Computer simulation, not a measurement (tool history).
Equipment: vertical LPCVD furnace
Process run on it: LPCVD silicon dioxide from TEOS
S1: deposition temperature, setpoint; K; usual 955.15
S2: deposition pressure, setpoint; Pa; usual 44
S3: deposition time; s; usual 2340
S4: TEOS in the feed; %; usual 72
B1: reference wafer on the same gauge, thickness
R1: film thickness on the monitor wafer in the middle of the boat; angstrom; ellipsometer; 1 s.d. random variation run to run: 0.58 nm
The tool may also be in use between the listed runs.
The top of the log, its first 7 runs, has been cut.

run 8 hour=786.1 | S1=955.15 S2=44 S3=2340 S4=72 | B1=206.37 | R1=1898.3
run 9 hour=884.5 | S1=955.15 S2=44 S3=2340 S4=72 | B1=206.13 | R1=1887.2
-- hour=918.3 pressure gauge zeroed
run 10 hour=954 | S1=955.15 S2=44 S3=2340 S4=72 | B1=206.06 | R1=1899.4
run 11 hour=1058.6 | S1=955.15 S2=44 S3=2340 S4=72 | B1=205.99 | R1=1892.5
run 12 hour=1120.3 | S1=955.15 S2=44 S3=2340 S4=72 | B1=205.96 | R1=1896.2
run 13 hour=1162.3 | S1=955.15 S2=44 S3=2340 S4=72 | B1=206.4 | R1=1908.6
-- hour=1253 TEOS flow controller replaced
run 14 hour=1253.5 | S1=951.15 S2=44 S3=2340 S4=72 | B1=205.84 | R1=1721.2
run 15 hour=1336.8 | S1=955.15 S2=44 S3=2340 S4=66 | B1=205.85 | R1=1814.7
run 16 hour=1425.4 | S1=955.15 S2=44 S3=1560 S4=63 | B1=206.07 | R1=1186.8
run 17 hour=1525.3 | S1=943.15 S2=47.3 S3=3180 S4=72 | B1=205.96 | R1=1991.5
run 18 hour=1595.2 | S1=955.15 S2=36 S3=2340 S4=72 | B1=205.59 | R1=1724.7
run 19 hour=1654.8 | S1=955.15 S2=37.3 S3=1710 S4=72 | B1=205.8 | R1=1272.1
run 20 hour=1702.9 | S1=955.15 S2=44 S3=2340 S4=72 | B1=205.68 | R1=1895.5
-- hour=1803.5 gauge calibrated
run 21 hour=1805.8 | S1=955.15 S2=44 S3=1950 S4=68 | B1=205.81 | R1=1537.1
run 22 hour=1892.3 | S1=955.15 S2=44 S3=2340 S4=72 | B1=206.24 | R1=1894.8
-- hour=1923.4 thermocouples replaced and temperature profile calibrated
run 23 hour=1975.2 | S1=955.15 S2=35.3 S3=2340 S4=72 | B1=206.25 | R1=1662.6
run 24 hour=2067.8 | S1=955.15 S2=44 S3=2340 S4=72 | B1=206.14 | R1=1878.1
run 25 hour=2168.5 | S1=943.15 S2=44 S3=2340 S4=83 | B1=206.14 | R1=1505.4
run 26 hour=2208.1 | S1=949.15 S2=47.3 S3=1860 S4=72 | B1=205.88 | R1=1333.7
run 27 hour=2276.7 | S1=965.15 S2=44 S3=1530 S4=82 | B1=205.72 | R1=1661.6
run 28 hour=2364.9 | S1=955.15 S2=44 S3=2340 S4=72 | B1=205.92 | R1=1886.8
run 29 hour=2452.2 | S1=943.15 S2=53.3 S3=1620 S4=62 | B1=206.03 | R1=990
run 30 hour=2551.2 | S1=955.15 S2=44 S3=2910 S4=76 | B1=206.22 | R1=2396.8
run 31 hour=2589.1 | S1=965.15 S2=44 S3=2760 S4=76 | B1=205.95 | R1=2897.8

Forecast each of these 4 alternatives for the next run:
run A hour=2594.1 | S1=955.15 S2=44 S3=2340 S4=60 | B1=? | R1=?
run B hour=2594.1 | S1=948.15 S2=44 S3=1740 S4=68 | B1=? | R1=?
run C hour=2594.1 | S1=955.15 S2=40.7 S3=3060 S4=72 | B1=? | R1=?
run D hour=2594.1 | S1=946.15 S2=34 S3=3210 S4=72 | B1=? | R1=?

run=A B1=206.03 R1=1705
run=B B1=206.03 R1=1138.5
run=C B1=206.03 R1=2348.1
run=D B1=206.03 R1=1808.7
Without the tool's hidden state the same runs would have given:
run=A R1=1689.8
run=B R1=1128.2
run=C R1=2327.2
run=D R1=1792.3
